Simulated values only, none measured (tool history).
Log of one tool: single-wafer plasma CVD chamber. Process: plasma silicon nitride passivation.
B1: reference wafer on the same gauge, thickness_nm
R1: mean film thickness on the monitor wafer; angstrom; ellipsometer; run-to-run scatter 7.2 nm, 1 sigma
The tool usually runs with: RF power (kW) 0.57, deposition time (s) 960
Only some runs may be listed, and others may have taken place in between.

{"run": 1, "hour": 0.0, "RF power (kW)": 0.485, "deposition time (s)": 861, "B1": 1311.661, "R1": 12230.09}
{"run": 2, "hour": 50.9, "RF power (kW)": 0.485, "deposition time (s)": 861, "B1": 1307.179, "R1": 12181.65}
{"run": 3, "hour": 94.0, "RF power (kW)": 0.485, "deposition time (s)": 1074, "B1": 1305.942, "R1": 15187.85}
{"run": 4, "hour": 148.6, "RF power (kW)": 0.57, "deposition time (s)": 960, "B1": 1305.328, "R1": 13928.11}
{"run": 5, "hour": 219.4, "RF power (kW)": 0.57, "deposition time (s)": 960, "B1": 1304.618, "R1": 13916.11}
{"run": 6, "hour": 378.8, "RF power (kW)": 0.57, "deposition time (s)": 960, "B1": 1300.342, "R1": 13811.42}
{"run": 7, "hour": 462.4, "RF power (kW)": 0.57, "deposition time (s)": 960, "B1": 1299.603, "R1": 13920.54}
{"run": 8, "hour": 489.2, "RF power (kW)": 0.57, "deposition time (s)": 960, "B1": 1298.67, "R1": 13854.19}
{"run": 9, "hour": 531.8, "RF power (kW)": 0.57, "deposition time (s)": 960, "B1": 1295.174, "R1": 13884.73}
{"run": 10, "hour": 589.9, "RF power (kW)": 0.57, "deposition time (s)": 960, "B1": 1295.778, "R1": 13908.54}
{"run": 11, "hour": 625.4, "RF power (kW)": 0.57, "deposition time (s)": 960, "B1": 1296.593, "R1": 13869.21}
{"run": 12, "hour": 662.6, "RF power (kW)": 0.57, "deposition time (s)": 960, "B1": 1294.634, "R1": 13910.64}
{"run": 13, "hour": 717.5, "RF power (kW)": 0.57, "deposition time (s)": 960, "B1": 1294.459, "R1": 13845.48}
{"hour": 743.4, "done": "showerhead replaced"}
{"run": 14, "hour": 764.3, "RF power (kW)": 0.57, "deposition time (s)": 817, "B1": 1295.423, "R1": 11729.13}
{"run": 15, "hour": 812.3, "RF power (kW)": 0.57, "deposition time (s)": 817, "B1": 1296.244, "R1": 11718.52}
{"run": 16, "hour": 868.4, "RF power (kW)": 0.57, "deposition time (s)": 817, "B1": 1294.652, "R1": 11754.79}
{"run": 17, "hour": 899.7, "RF power (kW)": 0.515, "deposition time (s)": 960, "B1": 1293.943, "R1": 13492.48}
{"run": 18, "hour": 952.2, "RF power (kW)": 0.515, "deposition time (s)": 960, "B1": 1294.061, "R1": 13493.38}
{"run": 19, "hour": 986.6, "RF power (kW)": 0.515, "deposition time (s)": 960, "B1": 1293.707, "R1": 13584.36}
{"run": 20, "hour": 1036.3, "RF power (kW)": 0.65, "deposition time (s)": 841, "B1": 1290.041, "R1": 12441.52}
{"run": 21, "hour": 1077.0, "RF power (kW)": 0.57, "deposition time (s)": 960, "B1": 1291.336, "R1": 13758.63}
{"run": 22, "hour": 1137.0, "RF power (kW)": 0.515, "deposition time (s)": 960, "B1": 1292.908, "R1": 13532.14}
{"run": 23, "hour": 1172.4, "RF power (kW)": 0.485, "deposition time (s)": 861, "B1": 1291.098, "R1": 12119.69}
{"run": 24, "hour": 1239.5, "RF power (kW)": 0.57, "deposition time (s)": 1067, "B1": 1290.332, "R1": 15472.31}
{"run": 25, "hour": 1312.7, "RF power (kW)": 0.525, "deposition time (s)": 1083, "B1": 1292.113, "R1": 15443.95}
{"run": 26, "hour": 1345.7, "RF power (kW)": 0.57, "deposition time (s)": 960, "B1": 1292.454, "R1": 13779.68}
{"run": 27, "hour": 1380.1, "RF power (kW)": 0.47, "deposition time (s)": 960, "B1": 1292.452, "R1": 13223.15}
{"run": 28, "hour": 1446.4, "RF power (kW)": 0.57, "deposition time (s)": 960, "B1": 1290.168, "R1": 13851.08}
{"run": 29, "hour": 1506.8, "RF power (kW)": 0.64, "deposition time (s)": 810, "B1": 1289.431, "R1": 11833.11}
{"run": 30, "hour": 1536.7, "RF power (kW)": 0.64, "deposition time (s)": 810, "B1": 1290.397, "R1": 11845.02}
{"hour": 1590.4, "done": "RF generator calibrated"}
{"run": 31, "hour": 1592.7, "RF power (kW)": 0.57, "deposition time (s)": 960, "B1": 1289.934, "R1": 13819.8}
{"run": 32, "hour": 1622.0, "RF power (kW)": 0.64, "deposition time (s)": 810, "B1": 1290.008, "R1": 11984.83}
{"run": 33, "hour": 1674.2, "RF power (kW)": 0.67, "deposition time (s)": 1122, "B1": 1291.381, "R1": 16670.51}
{"hour": 1691.4, "done": "gauge calibrated"}
{"run": 34, "hour": 1707.5, "RF power (kW)": 0.525, "deposition time (s)": 1056, "B1": 1326.857, "R1": 15322.31}
{"run": 35, "hour": 1759.0, "RF power (kW)": 0.68, "deposition time (s)": 1095, "B1": 1325.81, "R1": 16769.57}
{"run": 36, "hour": 1816.9, "RF power (kW)": 0.57, "deposition time (s)": 960, "B1": 1321.965, "R1": 14138.08}
{"run": 37, "hour": 1841.6, "RF power (kW)": 0.465, "deposition time (s)": 960, "B1": 1322.776, "R1": 13666.49}
{"run": 38, "hour": 1871.5, "RF power (kW)": 0.495, "deposition time (s)": 1148, "B1": 1318.967, "R1": 16549.05}
{"run": 39, "hour": 1941.6, "RF power (kW)": 0.63, "deposition time (s)": 1055, "B1": 1316.304, "R1": 15760.19}
{"run": 40, "hour": 1979.4, "RF power (kW)": 0.68, "deposition time (s)": 1112, "B1": 1313.395, "R1": 16880.12}
{"run": 41, "hour": 2007.9, "RF power (kW)": 0.62, "deposition time (s)": 960, "B1": 1313.202, "R1": 14122.2}
{"run": 42, "hour": 2076.3, "RF power (kW)": 0.6, "deposition time (s)": 845, "B1": 1312.261, "R1": 12574.33}
{"run": 43, "hour": 2138.8, "RF power (kW)": 0.625, "deposition time (s)": 1011, "B1": 1307.368, "R1": 14929.08}
{"run": 44, "hour": 2180.4, "RF power (kW)": 0.495, "deposition time (s)": 960, "B1": 1306.086, "R1": 13527.85}

What if the next run were any one of these 3? Each begins from the tool's condition after run 44:
{"run": "A", "hour": 2181.1, "RF power (kW)": 0.5, "deposition time (s)": 960, "B1": "?", "R1": "?"}
{"run": "B", "hour": 2181.1, "RF power (kW)": 0.51, "deposition time (s)": 960, "B1": "?", "R1": "?"}
{"run": "C", "hour": 2181.1, "RF power (kW)": 0.655, "deposition time (s)": 1137, "B1": "?", "R1": "?"}

run=A B1=1306.99 R1=13634.98
run=B B1=1306.99 R1=13681.36
run=C B1=1306.99 R1=16955.62
Stripped of hidden state, with their random variation kept, the same runs would have yielded:
run=A R1=13877.62
run=B R1=13924.82
run=C R1=17257.34
